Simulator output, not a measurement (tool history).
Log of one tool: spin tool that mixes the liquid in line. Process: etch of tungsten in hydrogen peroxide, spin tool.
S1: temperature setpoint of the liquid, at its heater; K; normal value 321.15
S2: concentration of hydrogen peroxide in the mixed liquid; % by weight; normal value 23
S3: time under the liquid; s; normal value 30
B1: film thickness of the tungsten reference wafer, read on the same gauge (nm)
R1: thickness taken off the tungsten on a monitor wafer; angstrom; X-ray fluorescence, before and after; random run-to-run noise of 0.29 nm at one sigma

run    hour      S1    S2  S3      B1     R1
  1       0  321.15    23  30  130.02  410.7
  2    80.9  321.15    23  30     130  405.5
  3   183.6  321.15    23  30  130.01  400.4
  4   278.5  321.15    27  25  130.01  360.7
      342.2  -- peroxide flow meter replaced
  5     376  321.15    23  30  130.05  390.7
      447.3  -- new drum of peroxide connected
  6   450.5  321.15    23  30  129.98  405.2
  7   536.9  321.15    23  30  129.99  401.7
  8   583.4  321.15    23  30  129.98  392.4
  9   624.9  321.15    23  30  130.02  394.5
 10   722.5  321.15    23  30  130.01  387.7
 11   794.5  321.15    23  30  129.97  391.6
      810.7  -- heated supply line repaired
 12   868.7  321.15    23  30  130.02  443.7
      870.2  -- new drum of peroxide connected
 13   910.9  327.15    25  15     130  341.1
 14   979.5  321.15    19  25  129.94  343.4
      991.6  -- gauge calibrated
 15  1067.7  330.65    23  30     130  799.9
 16  1164.1  321.15    27  25  130.02  404.5
 17    1244  312.65    23  35  129.99  296.2
     1283.6  -- new drum of peroxide connected
 18  1311.2  321.15    25  15     130  235.2
     1386.8  -- peroxide flow meter replaced
 19  1399.6  321.15    23  15  130.01  223.3
     1451.5  -- thermometer replaced
 20  1500.6  329.15    26  20  130.03  504.5
 21  1561.1  321.15    23  30  129.97  434.1
 22  1614.7  321.15    23  30     130  438.7
 23  1668.6  321.15    23  30  129.99  438.4
     1677.2  -- new drum of peroxide connected
 24  1762.2  315.65  25.5  30  129.96  325.9
 25  1839.7  321.15    30  30  129.99  504.1
 26  1892.4  321.15    23  30  130.03    434

Below are 4 alternative next runs, each starting from the tool's condition after run 26. Predict each:
  A  1892.8  321.15  23  30   ?   ?
  B  1892.8  321.15  18  30   ?   ?
  C  1892.8  321.15  23  45   ?   ?
  D  1892.8  327.15  23  20   ?   ?

run      B1     R1
  A  129.99  432.4
  B  129.99  382.5
  C  129.99  648.5
  D  129.99  415.6
Take away the tool's hidden state, keep each run's random variation, and the runs would have read:
run     R1
  A  458.8
  B  405.9
  C  688.3
  D  440.4

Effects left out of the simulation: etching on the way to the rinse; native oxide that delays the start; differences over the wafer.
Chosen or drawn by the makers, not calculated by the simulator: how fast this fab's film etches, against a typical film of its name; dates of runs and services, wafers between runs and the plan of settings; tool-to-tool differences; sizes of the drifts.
